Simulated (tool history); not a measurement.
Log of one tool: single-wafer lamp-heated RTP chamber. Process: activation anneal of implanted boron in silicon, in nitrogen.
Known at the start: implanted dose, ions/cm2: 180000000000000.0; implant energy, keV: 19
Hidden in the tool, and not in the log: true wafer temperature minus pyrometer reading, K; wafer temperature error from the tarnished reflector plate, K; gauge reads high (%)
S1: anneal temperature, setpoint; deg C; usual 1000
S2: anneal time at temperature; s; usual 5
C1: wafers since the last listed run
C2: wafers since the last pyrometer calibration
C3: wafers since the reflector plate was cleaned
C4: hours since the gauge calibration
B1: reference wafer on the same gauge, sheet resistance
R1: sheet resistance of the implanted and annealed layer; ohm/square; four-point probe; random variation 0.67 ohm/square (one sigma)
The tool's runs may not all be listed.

Run 1, hour 0.0: usual settings; C1 0; C2 1873; C3 7103; C4 1196.8; B1 390.87. Result: R1 442.35 ohm/square.
Run 2, hour 27.4: usual settings; C1 404; C2 2277; C3 7507; C4 1224.2; B1 391.05. Result: R1 442.03 ohm/square.
Run 3, hour 93.5: usual settings; C1 975; C2 3253; C3 8482; C4 1290.3; B1 391.19. Result: R1 441.21 ohm/square.
At hour 209.6: pyrometer window cleaned and pyrometer calibrated.
Run 4, hour 266.5: usual settings but S1 1020 deg C, S2 4 s; C1 2434; C2 839; C3 10916; C4 1463.3; B1 390.81. Result: R1 439.72 ohm/square.
Run 5, hour 318.2: usual settings but S1 1020 deg C, S2 4 s; C1 762; C2 1602; C3 11679; C4 1515.0; B1 390.89. Result: R1 438.68 ohm/square.
At hour 357.2: reflector plate cleaned.
Run 6, hour 375.0: usual settings but S1 1020 deg C, S2 4 s; C1 719; C2 2322; C3 262; C4 1571.8; B1 391.04. Result: R1 439.21 ohm/square.
Run 7, hour 407.6: usual settings; C1 480; C2 2803; C3 743; C4 1604.4; B1 391.01. Result: R1 442.81 ohm/square.
Run 8, hour 457.1: usual settings; C1 730; C2 3533; C3 1473; C4 1653.9; B1 391.04. Result: R1 442.23 ohm/square.
Run 9, hour 497.0: usual settings; C1 588; C2 4121; C3 2062; C4 1693.8; B1 391.02. Result: R1 440.11 ohm/square.
Run 10, hour 522.8: usual settings; C1 380; C2 4502; C3 2442; C4 1719.6; B1 391.09. Result: R1 441.48 ohm/square.
Run 11, hour 551.7: usual settings; C1 426; C2 4928; C3 2869; C4 1748.5; B1 391.03. Result: R1 440.69 ohm/square.
Run 12, hour 596.4: usual settings; C1 659; C2 5588; C3 3528; C4 1793.2; B1 391.03. Result: R1 440.80 ohm/square.
At hour 612.5: pyrometer window cleaned and pyrometer calibrated.
At hour 642.7: gauge calibrated.
Run 13, hour 655.3: usual settings; C1 750; C2 631; C3 4279; C4 12.6; B1 391.08. Result: R1 442.59 ohm/square.
Run 14, hour 770.8: usual settings; C1 1703; C2 2335; C3 5983; C4 128.1; B1 391.02. Result: R1 442.23 ohm/square.
Run 15, hour 801.6: usual settings; C1 454; C2 2789; C3 6437; C4 158.9; B1 391.22. Result: R1 441.26 ohm/square.
Run 16, hour 871.3: usual settings but S1 1010 deg C; C1 1028; C2 3817; C3 7466; C4 228.6; B1 391.00. Result: R1 438.93 ohm/square.
Run 17, hour 941.4: usual settings but S1 1010 deg C; C1 1034; C2 4852; C3 8500; C4 298.7; B1 390.82. Result: R1 439.43 ohm/square.
At hour 955.8: pyrometer window cleaned and pyrometer calibrated.
Run 18, hour 980.6: usual settings but S1 1018 deg C, S2 4 s; C1 460; C2 365; C3 8960; C4 337.9; B1 390.94. Result: R1 439.79 ohm/square.
Run 19, hour 1014.3: usual settings; C1 497; C2 862; C3 9457; C4 371.6; B1 390.81. Result: R1 442.44 ohm/square.
Run 20, hour 1050.2: usual settings but S1 980 deg C, S2 7 s; C1 529; C2 1392; C3 9987; C4 407.5; B1 391.02. Result: R1 447.20 ohm/square.
Run 21, hour 1095.6: usual settings but S1 972 deg C, S2 6 s; C1 669; C2 2061; C3 10657; C4 452.9; B1 390.84. Result: R1 452.98 ohm/square.
Run 22, hour 1146.2: usual settings but S2 3 s; C1 746; C2 2808; C3 11403; C4 503.5; B1 390.92. Result: R1 441.04 ohm/square.
Run 23, hour 1213.4: usual settings; C1 991; C2 3799; C3 12395; C4 570.7; B1 390.94. Result: R1 441.00 ohm/square.
Run 24, hour 1275.8: usual settings but S1 1026 deg C, S2 3 s; C1 920; C2 4720; C3 13315; C4 633.1; B1 390.92. Result: R1 438.65 ohm/square.
At hour 1288.0: pyrometer window cleaned and pyrometer calibrated.
Run 25, hour 1301.6: usual settings but S1 1028 deg C, S2 3 s; C1 262; C2 201; C3 13578; C4 658.9; B1 391.34. Result: R1 439.53 ohm/square.
Run 26, hour 1337.8: usual settings but S1 971 deg C, S2 3 s; C1 534; C2 735; C3 14112; C4 695.1; B1 391.10. Result: R1 456.15 ohm/square.
At hour 1367.9: reflector plate cleaned.
Run 27, hour 1383.7: usual settings; C1 559; C2 1294; C3 232; C4 741.0; B1 391.04. Result: R1 444.06 ohm/square.
Run 28, hour 1416.2: usual settings but S1 1013 deg C, S2 7 s; C1 479; C2 1773; C3 712; C4 773.5; B1 391.08. Result: R1 439.21 ohm/square.
Run 29, hour 1444.2: usual settings but S1 1008 deg C; C1 413; C2 2187; C3 1125; C4 801.5; B1 391.06. Result: R1 441.76 ohm/square.
Run 30, hour 1476.8: usual settings but S1 1012 deg C, S2 3 s; C1 480; C2 2667; C3 1606; C4 834.1; B1 391.16. Result: R1 441.27 ohm/square.
Run 31, hour 1523.2: usual settings but S1 1025 deg C, S2 3 s; C1 684; C2 3352; C3 2290; C4 880.5; B1 390.82. Result: R1 439.30 ohm/square.
Run 32, hour 1566.8: usual settings but S1 976 deg C, S2 6 s; C1 643; C2 3995; C3 2933; C4 924.1; B1 390.78. Result: R1 452.15 ohm/square.
At hour 1608.6: pyrometer window cleaned and pyrometer calibrated.
Run 33, hour 1638.9: usual settings but S1 978 deg C, S2 3 s; C1 945; C2 447; C3 3879; C4 996.2; B1 390.92. Result: R1 458.39 ohm/square.
Run 34, hour 1669.5: usual settings; C1 451; C2 898; C3 4331; C4 1026.8; B1 390.83. Result: R1 444.10 ohm/square.
Run 35, hour 1697.0: usual settings; C1 405; C2 1304; C3 4736; C4 1054.3; B1 390.69. Result: R1 444.01 ohm/square.
Run 36, hour 1739.2: usual settings but S2 8 s; C1 622; C2 1927; C3 5359; C4 1096.5; B1 390.89. Result: R1 440.67 ohm/square.

Measured less the same run without the tool's hidden state. The same run-to-run variation is in both; the gauge's scatter may not be:
run      R1
  1   -2.52
  2   -2.74
  3   -3.33
  4   -0.96
  5   -1.04
  6   -0.69
  7   -2.46
  8   -3.02
  9   -3.45
 10   -3.76
 11   -4.05
 12   -4.51
 13   -1.49
 14   -2.35
 15   -2.65
 16   -1.84
 17   -2.23
 18   -0.91
 19   -2.62
 20   -7.19
 21  -11.67
 22   -3.74
 23   -4.02
 24   -0.98
 25   -0.63
 26  -11.74
 27   -0.94
 28   -0.51
 29   -0.96
 30   -1.05
 31   -0.65
 32   -9.64
 33   -3.16
 34   -1.32
 35   -1.51
 36   -1.65
